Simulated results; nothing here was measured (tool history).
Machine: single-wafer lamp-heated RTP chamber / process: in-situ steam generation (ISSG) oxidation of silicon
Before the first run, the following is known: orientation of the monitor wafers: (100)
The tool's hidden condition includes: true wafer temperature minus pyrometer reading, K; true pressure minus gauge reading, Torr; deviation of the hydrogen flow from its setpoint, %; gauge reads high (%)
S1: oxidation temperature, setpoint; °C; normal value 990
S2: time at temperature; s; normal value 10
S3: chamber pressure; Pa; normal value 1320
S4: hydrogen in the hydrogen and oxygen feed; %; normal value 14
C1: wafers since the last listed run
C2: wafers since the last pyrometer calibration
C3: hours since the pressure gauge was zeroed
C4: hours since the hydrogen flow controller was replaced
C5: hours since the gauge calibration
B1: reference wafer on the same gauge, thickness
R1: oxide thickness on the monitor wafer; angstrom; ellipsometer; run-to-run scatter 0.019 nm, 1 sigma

| run | hour | S1 | S2 | S3 | S4 | C1 | C2 | C3 | C4 | C5 | B1 | R1 |
|---|---|---|---|---|---|---|---|---|---|---|---|---|
| 1 | 0.0 | 990 | 10 | 1320 | 11 | 0 | 1671 | 1299.9 | 2250.7 | 655.6 | 3.437 | 34.05 |
| 2 | 27.8 | 990 | 10 | 1320 | 11 | 337 | 2008 | 1327.7 | 2278.5 | 683.4 | 3.438 | 34.18 |
| 3 | 51.2 | 990 | 10 | 1320 | 14 | 283 | 2292 | 1351.1 | 2301.9 | 706.8 | 3.435 | 35.87 |
| 4 | 84.6 | 990 | 10 | 1320 | 14 | 405 | 2697 | 1384.5 | 2335.3 | 740.2 | 3.433 | 35.80 |
| 5 | 110.7 | 990 | 10 | 1320 | 14 | 316 | 3013 | 1410.6 | 2361.4 | 766.3 | 3.431 | 35.98 |
| 6 | 141.8 | 990 | 10 | 1320 | 14 | 377 | 3390 | 1441.7 | 2392.5 | 797.4 | 3.421 | 36.15 |
| 7 | 158.4 | 990 | 10 | 1320 | 14 | 201 | 3591 | 1458.3 | 2409.1 | 814.0 | 3.409 | 35.82 |
| 8 | 185.4 | 990 | 10 | 1320 | 14 | 327 | 3919 | 1485.3 | 2436.1 | 841.0 | 3.416 | 35.79 |
| 9 | 215.5 | 990 | 10 | 1320 | 14 | 364 | 4284 | 1515.4 | 2466.2 | 871.1 | 3.411 | 35.53 |
| 10 | 249.4 | 990 | 10 | 1320 | 14 | 411 | 4695 | 1549.3 | 2500.1 | 905.0 | 3.404 | 35.71 |
| 11 | 276.9 | 990 | 10 | 1320 | 14 | 333 | 5028 | 1576.8 | 2527.6 | 932.5 | 3.399 | 35.40 |
|  | 289.5 | pyrometer window cleaned and pyrometer calibrated |
| 12 | 292.2 | 990 | 10 | 1320 | 14 | 88 | 32 | 1592.1 | 2542.9 | 947.8 | 3.395 | 35.60 |
|  | 323.2 | hydrogen flow controller replaced |
| 13 | 324.8 | 990 | 10 | 1320 | 14 | 298 | 330 | 1624.7 | 1.6 | 980.4 | 3.388 | 35.57 |
|  | 329.1 | gauge calibrated |
| 14 | 351.4 | 990 | 10 | 1320 | 22 | 322 | 653 | 1651.3 | 28.2 | 22.3 | 3.505 | 40.68 |
| 15 | 369.5 | 990 | 10 | 1320 | 14 | 219 | 872 | 1669.4 | 46.3 | 40.4 | 3.507 | 36.77 |
| 16 | 397.3 | 990 | 7 | 1320 | 14 | 337 | 1210 | 1697.2 | 74.1 | 68.2 | 3.506 | 31.53 |
| 17 | 433.0 | 983 | 8 | 1267 | 14 | 432 | 1642 | 1732.9 | 109.8 | 103.9 | 3.498 | 33.25 |
|  | 470.1 | pressure gauge zeroed |
| 18 | 470.6 | 975 | 10 | 1320 | 14 | 358 | 2001 | 0.5 | 147.4 | 141.5 | 3.493 | 35.16 |
| 19 | 496.3 | 990 | 10 | 1320 | 14 | 311 | 2313 | 26.2 | 173.1 | 167.2 | 3.500 | 36.70 |
| 20 | 529.9 | 1004 | 11 | 1360 | 11 | 407 | 2720 | 59.8 | 206.7 | 200.8 | 3.496 | 37.65 |
| 21 | 564.4 | 990 | 10 | 1320 | 14 | 418 | 3139 | 94.3 | 241.2 | 235.3 | 3.500 | 36.14 |
| 22 | 579.6 | 990 | 10 | 1320 | 14 | 184 | 3323 | 109.5 | 256.4 | 250.5 | 3.498 | 36.59 |
| 23 | 609.9 | 990 | 8 | 1320 | 14 | 367 | 3691 | 139.8 | 286.7 | 280.8 | 3.501 | 33.23 |
| 24 | 627.5 | 990 | 10 | 1320 | 14 | 213 | 3904 | 157.4 | 304.3 | 298.4 | 3.494 | 36.73 |
| 25 | 651.8 | 990 | 10 | 1320 | 14 | 294 | 4199 | 181.7 | 328.6 | 322.7 | 3.495 | 36.39 |
| 26 | 668.1 | 990 | 12 | 1360 | 21 | 197 | 4396 | 198.0 | 344.9 | 339.0 | 3.492 | 43.09 |
| 27 | 693.7 | 990 | 10 | 1320 | 14 | 310 | 4707 | 223.6 | 370.5 | 364.6 | 3.488 | 36.26 |
| 28 | 719.6 | 985 | 10 | 1160 | 14 | 314 | 5021 | 249.5 | 396.4 | 390.5 | 3.492 | 36.23 |
| 29 | 741.0 | 990 | 10 | 1360 | 21 | 259 | 5280 | 270.9 | 417.8 | 411.9 | 3.488 | 40.13 |
|  | 757.5 | pyrometer window cleaned and pyrometer calibrated |
| 30 | 767.7 | 998 | 10 | 1360 | 21 | 226 | 123 | 297.6 | 444.5 | 438.6 | 3.489 | 40.72 |
| 31 | 799.3 | 990 | 12 | 1360 | 11 | 383 | 506 | 329.2 | 476.1 | 470.2 | 3.491 | 37.04 |

Consider 4 possible next runs. They are alternatives, not a sequence: every one starts from the tool as it was left by run 31. What does each give?
| A | 799.7 | 990 | 13 | 1320 | 14 | 4 | 511 | 329.6 | 476.5 | 470.6 | ? | ? |
| B | 799.7 | 990 | 7 | 1360 | 14 | 4 | 511 | 329.6 | 476.5 | 470.6 | ? | ? |
| C | 799.7 | 990 | 10 | 1200 | 14 | 4 | 511 | 329.6 | 476.5 | 470.6 | ? | ? |
| D | 799.7 | 990 | 10 | 1360 | 11 | 4 | 511 | 329.6 | 476.5 | 470.6 | ? | ? |

| run | B1 | R1 |
|---|---|---|
| A | 3.483 | 40.46 |
| B | 3.483 | 31.01 |
| C | 3.483 | 36.59 |
| D | 3.483 | 34.09 |
What these runs would have given with no unlogged condition in the tool:
| run | R1 |
|---|---|
| A | 40.42 |
| B | 30.98 |
| C | 36.55 |
| D | 34.05 |

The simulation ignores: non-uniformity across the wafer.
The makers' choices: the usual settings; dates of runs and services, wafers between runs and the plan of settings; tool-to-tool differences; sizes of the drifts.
